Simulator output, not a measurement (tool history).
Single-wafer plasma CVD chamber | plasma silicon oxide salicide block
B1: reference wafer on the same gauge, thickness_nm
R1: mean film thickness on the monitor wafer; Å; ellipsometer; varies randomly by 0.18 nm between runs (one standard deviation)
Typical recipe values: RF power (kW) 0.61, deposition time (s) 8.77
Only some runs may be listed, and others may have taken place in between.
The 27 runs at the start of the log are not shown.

-- hour=853.4 RF generator calibrated
run 28 hour=853.9 | RF_power_(kW)=0.515 deposition_time_(s)=7.35 | B1=107.213 | R1=732.62
run 29 hour=930.9 | RF_power_(kW)=0.61 deposition_time_(s)=9.29 | B1=107.22 | R1=958.8
run 30 hour=949.1 | RF_power_(kW)=0.68 deposition_time_(s)=8.31 | B1=107.093 | R1=874.11
run 31 hour=976.9 | RF_power_(kW)=0.525 deposition_time_(s)=9.29 | B1=107.222 | R1=927.89
run 32 hour=1055.8 | RF_power_(kW)=0.61 deposition_time_(s)=8.77 | B1=107.165 | R1=906.35
run 33 hour=1075.7 | RF_power_(kW)=0.61 deposition_time_(s)=9.84 | B1=107.152 | R1=1014.71
run 34 hour=1105.2 | RF_power_(kW)=0.67 deposition_time_(s)=9.95 | B1=107.252 | R1=1044.36
run 35 hour=1118.4 | RF_power_(kW)=0.575 deposition_time_(s)=8.77 | B1=107.208 | R1=895.24
run 36 hour=1130.4 | RF_power_(kW)=0.505 deposition_time_(s)=9.88 | B1=107.222 | R1=985.84
run 37 hour=1208.3 | RF_power_(kW)=0.525 deposition_time_(s)=9.33 | B1=107.153 | R1=933.57

Each row is a separate what-if for the run after 37, all from the same tool condition, not one after another. Results?
run A hour=1208.7 | RF_power_(kW)=0.61 deposition_time_(s)=8.77 | B1=? | R1=?
run B hour=1208.7 | RF_power_(kW)=0.695 deposition_time_(s)=9.26 | B1=? | R1=?
run C hour=1208.7 | RF_power_(kW)=0.61 deposition_time_(s)=9.81 | B1=? | R1=?
run D hour=1208.7 | RF_power_(kW)=0.73 deposition_time_(s)=10.06 | B1=? | R1=?

run=A B1=107.145 R1=908.1
run=B B1=107.145 R1=982.5
run=C B1=107.145 R1=1015.79
run=D B1=107.145 R1=1077.56
Without the tool's unlogged condition, the same runs would have read:
run=A R1=908.79
run=B R1=983.25
run=C R1=1016.56
run=D R1=1078.38
